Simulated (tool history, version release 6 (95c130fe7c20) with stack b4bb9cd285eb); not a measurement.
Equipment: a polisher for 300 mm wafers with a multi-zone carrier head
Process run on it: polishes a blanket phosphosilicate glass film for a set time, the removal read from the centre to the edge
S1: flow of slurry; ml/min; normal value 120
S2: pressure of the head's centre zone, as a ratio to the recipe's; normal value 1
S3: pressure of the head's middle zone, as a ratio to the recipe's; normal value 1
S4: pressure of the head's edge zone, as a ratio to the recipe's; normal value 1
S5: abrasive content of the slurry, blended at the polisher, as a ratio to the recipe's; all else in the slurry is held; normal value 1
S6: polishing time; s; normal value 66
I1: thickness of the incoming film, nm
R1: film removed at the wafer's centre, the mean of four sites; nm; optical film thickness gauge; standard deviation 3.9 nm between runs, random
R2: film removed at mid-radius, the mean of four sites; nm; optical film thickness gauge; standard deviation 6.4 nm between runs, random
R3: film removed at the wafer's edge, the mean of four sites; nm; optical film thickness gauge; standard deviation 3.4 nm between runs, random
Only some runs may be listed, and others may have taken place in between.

run 1 hour=0 | S1=120 S2=1 S3=1 S4=1 S5=1 S6=66 | I1=3731.8 | R1=441.1 R2=448.3 R3=414.9
run 2 hour=62 | S1=120 S2=1 S3=1 S4=1 S5=1 S6=66 | I1=3693.7 | R1=424.9 R2=420.3 R3=398.5
run 3 hour=104.3 | S1=120 S2=1 S3=1 S4=1 S5=1 S6=66 | I1=3721.3 | R1=406.5 R2=429.6 R3=396.2
-- hour=117.9 centre zone pressure recalibrated
-- hour=146.2 worn pad replaced by a new one
run 4 hour=204.9 | S1=120 S2=1 S3=1 S4=1 S5=1 S6=66 | I1=3712.8 | R1=416.5 R2=423.7 R3=407.4
-- hour=244.6 slurry nozzle cleaned
-- hour=345.5 carrier head's membrane replaced by a new one
-- hour=425.5 edge zone pressure recalibrated
-- hour=492.8 worn pad replaced by a new one
run 5 hour=516.9 | S1=120 S2=1 S3=1 S4=1.07 S5=1 S6=66 | I1=3756.9 | R1=435.2 R2=448.4 R3=430.3
run 6 hour=610.1 | S1=120 S2=1 S3=1 S4=1 S5=1 S6=66 | I1=3764.8 | R1=418.3 R2=430.7 R3=411.7
run 7 hour=668.8 | S1=120 S2=1 S3=1 S4=1 S5=1 S6=66 | I1=3732.5 | R1=395.8 R2=412.6 R3=394.2
-- hour=674.2 slurry nozzle cleaned
run 8 hour=771.1 | S1=120 S2=1 S3=1 S4=1 S5=1 S6=66 | I1=3677.9 | R1=417.2 R2=430.1 R3=398.5
-- hour=776 centre zone pressure recalibrated
run 9 hour=815.3 | S1=120 S2=1 S3=1.05 S4=1 S5=1 S6=82 | I1=3737.7 | R1=503.2 R2=547.2 R3=481.4
-- hour=874.3 worn pad replaced by a new one
run 10 hour=915.5 | S1=120 S2=1 S3=1 S4=1 S5=1 S6=66 | I1=3751.9 | R1=436.6 R2=444.3 R3=414.3
run 11 hour=985.8 | S1=120 S2=0.92 S3=0.97 S4=1 S5=0.7 S6=45 | I1=3716.8 | R1=200.9 R2=226.4 R3=214
run 12 hour=1037.2 | S1=150 S2=1 S3=1 S4=1.12 S5=1 S6=66 | I1=3720.2 | R1=437.9 R2=450.1 R3=427.2
-- hour=1112.3 slurry nozzle cleaned
run 13 hour=1129.4 | S1=120 S2=1.08 S3=1 S4=1 S5=1 S6=66 | I1=3753.5 | R1=454 R2=433.9 R3=406.1
run 14 hour=1207.5 | S1=155 S2=0.95 S3=1 S4=1 S5=0.75 S6=83 | I1=3711.8 | R1=416.7 R2=458.3 R3=411.7
-- hour=1257.5 edge zone pressure recalibrated
-- hour=1269.5 worn pad replaced by a new one
run 15 hour=1278.2 | S1=160 S2=1.05 S3=1 S4=1 S5=1 S6=83 | I1=3810.1 | R1=628.4 R2=605.2 R3=558.8
run 16 hour=1341.5 | S1=120 S2=1 S3=1 S4=1 S5=1 S6=66 | I1=3697.5 | R1=439.2 R2=441.2 R3=421.7
-- hour=1362.9 carrier head's membrane replaced by a new one
run 17 hour=1386.8 | S1=120 S2=1 S3=1.11 S4=1 S5=1.25 S6=66 | I1=3755.9 | R1=487.5 R2=532.4 R3=466
-- hour=1408.5 centre zone pressure recalibrated
run 18 hour=1442.1 | S1=135 S2=0.96 S3=0.97 S4=1 S5=0.8 S6=66 | I1=3778.9 | R1=352 R2=363.5 R3=352.9
-- hour=1459.7 slurry nozzle cleaned
run 19 hour=1538.9 | S1=120 S2=1 S3=1 S4=1 S5=0.7 S6=66 | I1=3718.9 | R1=323 R2=326 R3=303.7
run 20 hour=1640.9 | S1=120 S2=1 S3=1 S4=1 S5=1 S6=66 | I1=3676.5 | R1=392.5 R2=402.4 R3=378.5

The tool's hidden state at each run:
deviation of the centre zone's pressure from its setpoint, %: 0 across all the runs
deviation of the edge zone's pressure from its setpoint, %: 0 across all the runs
H1: removal rate lost through wear of the pad, %
H2: slurry flow missing at the pad, %
run=1 H1=3.17 H2=6.75
run=2 H1=5.22 H2=10.8
run=3 H1=6.95 H2=14.1
run=4 H1=0.582 H2=24.3
run=5 H1=1.77 H2=11.2
run=6 H1=2.75 H2=19.9
run=7 H1=4.02 H2=26.8
run=8 H1=7.47 H2=2.26
run=9 H1=9.43 H2=3.81
run=10 H1=1.86 H2=9.44
run=11 H1=2.66 H2=15.2
run=12 H1=3.7 H2=20.3
run=13 H1=6.56 H2=0.332
run=14 H1=9.96 H2=1.62
run=15 H1=1.57 H2=4.34
run=16 H1=1.95 H2=8.01
run=17 H1=2.58 H2=11.4
run=18 H1=3.77 H2=16.3
run=19 H1=6.94 H2=1.95
run=20 H1=11.8 H2=5.86
